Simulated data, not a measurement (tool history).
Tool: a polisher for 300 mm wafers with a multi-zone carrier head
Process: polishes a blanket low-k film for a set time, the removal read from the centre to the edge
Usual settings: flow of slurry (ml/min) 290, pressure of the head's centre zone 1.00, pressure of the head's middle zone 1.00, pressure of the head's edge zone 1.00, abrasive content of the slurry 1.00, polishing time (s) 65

run	hour	flow of slurry (ml/min)	pressure of the head's centre zone	pressure of the head's middle zone	pressure of the head's edge zone	abrasive content of the slurry	polishing time (s)	incoming thickness of the incoming film, nm	film removed at the wafer's centre (nm)	film removed at mid-radius (nm)	film removed at the wafer's edge (nm)
1	0.0	290	1.00	1.00	1.00	1.00	65	332.9	29.6	29.7	29.0
# hour 68.2: worn pad replaced by a new one
2	124.2	290	1.00	1.00	1.00	1.00	65	325.4	28.8	29.4	29.0
# hour 174.0: centre zone pressure recalibrated
3	174.4	290	1.00	1.00	1.00	1.00	65	330.2	29.3	29.0	29.3
# hour 187.1: slurry nozzle cleaned
4	237.1	290	1.00	1.00	1.00	1.00	65	328.5	29.0	29.3	29.0
5	281.9	290	1.00	1.00	1.00	0.85	65	326.6	28.0	28.1	27.4
6	310.5	200	1.00	1.00	1.07	1.00	65	325.0	28.0	27.9	28.7
# hour 327.9: edge zone pressure recalibrated
7	377.8	215	1.00	1.00	1.00	1.00	65	336.3	28.0	28.7	28.1
8	438.5	290	1.00	1.00	1.00	1.00	56	328.1	25.6	25.3	24.7
# hour 442.6: worn pad replaced by a new one
9	504.9	225	0.88	0.89	1.00	1.15	65	331.4	25.8	27.0	30.0
# hour 527.2: carrier head's membrane replaced by a new one
10	576.5	290	1.00	1.00	1.00	1.00	56	332.7	25.2	25.1	24.7
11	638.0	290	1.00	1.00	1.00	1.00	65	330.3	29.5	29.6	28.4
# hour 669.1: edge zone pressure recalibrated
# hour 798.8: worn pad replaced by a new one
# hour 818.9: slurry nozzle cleaned
12	850.7	290	1.00	1.00	1.00	1.00	79	329.6	35.9	35.4	35.6
13	875.8	290	1.09	1.00	1.00	0.80	65	329.1	30.0	27.1	27.0
14	942.6	290	1.00	1.00	0.94	1.00	65	332.0	28.7	29.1	28.2
15	980.1	290	1.06	1.05	1.00	1.00	65	325.9	30.9	29.5	29.3
# hour 1024.6: edge zone pressure recalibrated
16	1030.8	290	1.00	1.00	1.00	1.00	65	330.7	29.3	29.0	28.7
17	1099.7	290	1.00	1.00	1.00	1.00	65	331.8	29.7	30.0	28.7
18	1144.8	290	0.97	1.07	1.00	0.80	51	333.5	20.4	22.1	20.9
# hour 1173.8: worn pad replaced by a new one
19	1186.3	290	1.00	1.00	1.11	1.25	65	331.0	31.6	31.0	32.8
20	1217.3	290	1.00	1.00	1.00	1.20	59	330.4	28.3	27.8	27.8

Forecast each of these 5 alternatives for the next run:
A	1217.7	290	1.00	1.00	1.00	1.00	65	325.4	?	?	?
B	1217.7	290	1.00	1.11	1.07	1.00	65	325.4	?	?	?
C	1217.7	290	1.00	0.92	1.08	1.00	75	325.4	?	?	?
D	1217.7	365	1.00	0.91	1.00	1.00	65	325.4	?	?	?
E	1217.7	290	1.00	1.00	1.05	1.00	65	325.4	?	?	?

run	film removed at the wafer's centre (nm)	film removed at mid-radius (nm)	film removed at the wafer's edge (nm)
A	29.0	28.5	28.5
B	29.0	31.2	29.3
C	33.4	30.7	34.1
D	29.6	26.8	29.0
E	29.0	28.5	29.1
Without the tool's hidden state the same runs would have given:
run	film removed at the wafer's centre (nm)	film removed at mid-radius (nm)	film removed at the wafer's edge (nm)
A	29.0	28.5	28.5
B	29.0	31.2	29.3
C	33.4	30.7	34.1
D	29.6	26.8	29.0
E	29.0	28.5	29.1
